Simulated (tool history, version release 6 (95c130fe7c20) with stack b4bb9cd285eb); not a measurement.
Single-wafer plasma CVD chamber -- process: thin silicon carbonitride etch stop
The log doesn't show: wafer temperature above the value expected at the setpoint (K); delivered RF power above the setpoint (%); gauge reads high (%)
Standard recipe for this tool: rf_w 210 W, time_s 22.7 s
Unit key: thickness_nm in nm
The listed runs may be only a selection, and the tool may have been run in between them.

run     day  rf_w  time_s  wafers since the last listed run  hours since the last thermocouple change  hours since the last RF generator calibration  hours since the showerhead was replaced  hours since the gauge calibration  read-back reference wafer on the same gauge, thickness_nm  thickness_nm
  1   0.000   210    22.7                                 0                                     207.7                                         1130.9                                   7271.1                             2339.8                                                     13.893        14.186
      1.312  -- RF generator calibrated
  2   2.179   210    22.7                              1098                                     260.0                                           20.8                                   7323.4                             2392.1                                                     13.907        14.411
  3   4.592   210    21.4                              1436                                     317.9                                           78.7                                   7381.3                             2450.0                                                     13.891        13.594
  4   7.042   210    21.4                              1458                                     376.7                                          137.5                                   7440.1                             2508.8                                                     13.903        13.562
  5   9.296   185    21.1                              1342                                     430.8                                          191.6                                   7494.2                             2562.9                                                     13.903        13.120
  6  11.817   185    21.1                              1500                                     491.3                                          252.1                                   7554.7                             2623.4                                                     13.897        13.068
  7  12.992   185    21.1                               699                                     519.5                                          280.3                                   7582.9                             2651.6                                                     13.917        13.129
  8  15.858   210    19.2                              1706                                     588.3                                          349.1                                   7651.7                             2720.4                                                     13.897        12.191
  9  18.554   210    19.2                              1605                                     653.0                                          413.8                                   7716.4                             2785.1                                                     13.896        12.174
 10  20.717   185    26.1                              1287                                     704.9                                          465.7                                   7768.3                             2837.0                                                     13.887        16.059
 11  22.742   180    26.8                              1205                                     753.5                                          514.3                                   7816.9                             2885.6                                                     13.909        16.407
     24.271  -- showerhead replaced
 12  30.838   210    22.7                              4621                                     947.8                                          708.6                                    157.6                             3079.9                                                     13.904        14.246
 13  33.179   235    25.8                              1394                                    1004.0                                          764.8                                    213.8                             3136.1                                                     13.902        16.510
 14  36.054   250    18.7                              1711                                    1073.0                                          833.8                                    282.8                             3205.1                                                     13.906        12.178
     40.838  -- thermocouple changed; heater temperature recalibrated
 15  41.404   180    20.4                              2986                                      13.6                                          962.2                                    411.2                             3333.5                                                     13.905        12.473
 16  43.671   210    18.5                              1349                                      68.0                                         1016.6                                    465.6                             3387.9                                                     13.892        11.618
 17  45.042   170    26.2                               816                                     100.9                                         1049.5                                    498.5                             3420.8                                                     13.908        15.776
 18  46.808   250    18.6                              1051                                     143.3                                         1091.9                                    540.9                             3463.2                                                     13.894        12.080
 19  49.212   210    22.7                              1431                                     201.0                                         1149.6                                    598.6                             3520.9                                                     13.891        14.102
 20  50.454   190    18.3                               739                                     230.8                                         1179.4                                    628.4                             3550.7                                                     13.897        11.215
     51.788  -- RF generator calibrated
 21  51.808   210    21.0                               607                                     263.3                                            0.5                                    660.9                             3583.2                                                     13.897        13.356
     51.896  -- gauge calibrated
 22  53.600   210    22.7                              1066                                     306.3                                           43.5                                    703.9                               40.9                                                     13.911        14.452
 23  56.025   210    22.7                              1443                                     364.5                                          101.7                                    762.1                               99.1                                                     13.903        14.483
 24  58.050   195    19.9                              1205                                     413.1                                          150.3                                    810.7                              147.7                                                     13.896        12.380
 25  60.262   210    19.8                              1317                                     466.2                                          203.4                                    863.8                              200.8                                                     13.892        12.520
 26  62.862   210    21.4                              1548                                     528.6                                          265.8                                    926.2                              263.2                                                     13.918        13.627
 27  65.021   245    22.7                              1285                                     580.4                                          317.6                                    978.0                              315.0                                                     13.902        14.686
 28  66.950   190    19.7                              1148                                     626.7                                          363.9                                   1024.3                              361.3                                                     13.899        12.201
 29  68.788   210    25.4                              1094                                     670.8                                          408.0                                   1068.4                              405.4                                                     13.906        16.062
 30  70.967   180    22.7                              1297                                     723.1                                          460.3                                   1120.7                              457.7                                                     13.907        13.943
 31  73.042   230    25.3                              1235                                     772.9                                          510.1                                   1170.5                              507.5                                                     13.905        16.240
 32  75.100   240    26.5                              1225                                     822.3                                          559.5                                   1219.9                              556.9                                                     13.905        17.111
 33  76.942   235    25.2                              1096                                     866.5                                          603.7                                   1264.1                              601.1                                                     13.905        16.202
 34  79.296   210    22.7                              1401                                     923.0                                          660.2                                   1320.6                              657.6                                                     13.902        14.306

Each row is a separate what-if for the run after 34, all from the same tool condition, not one after another. Results?
  A  79.312   210    22.7                                 9                                     923.4                                          660.6                                   1321.0                              658.0                                                          ?             ?
  B  79.312   195    26.1                                 9                                     923.4                                          660.6                                   1321.0                              658.0                                                          ?             ?
  C  79.312   170    21.4                                 9                                     923.4                                          660.6                                   1321.0                              658.0                                                          ?             ?
  D  79.312   240    26.6                                 9                                     923.4                                          660.6                                   1321.0                              658.0                                                          ?             ?
  E  79.312   170    22.7                                 9                                     923.4                                          660.6                                   1321.0                              658.0                                                          ?             ?

run  read-back reference wafer on the same gauge, thickness_nm  thickness_nm
  A                                                     13.888        14.346
  B                                                     13.888        16.281
  C                                                     13.888        13.044
  D                                                     13.888        17.229
  E                                                     13.888        13.836
Without the tool's unlogged condition, the same runs would have read:
run  thickness_nm
  A        14.493
  B        16.447
  C        13.177
  D        17.405
  E        13.977

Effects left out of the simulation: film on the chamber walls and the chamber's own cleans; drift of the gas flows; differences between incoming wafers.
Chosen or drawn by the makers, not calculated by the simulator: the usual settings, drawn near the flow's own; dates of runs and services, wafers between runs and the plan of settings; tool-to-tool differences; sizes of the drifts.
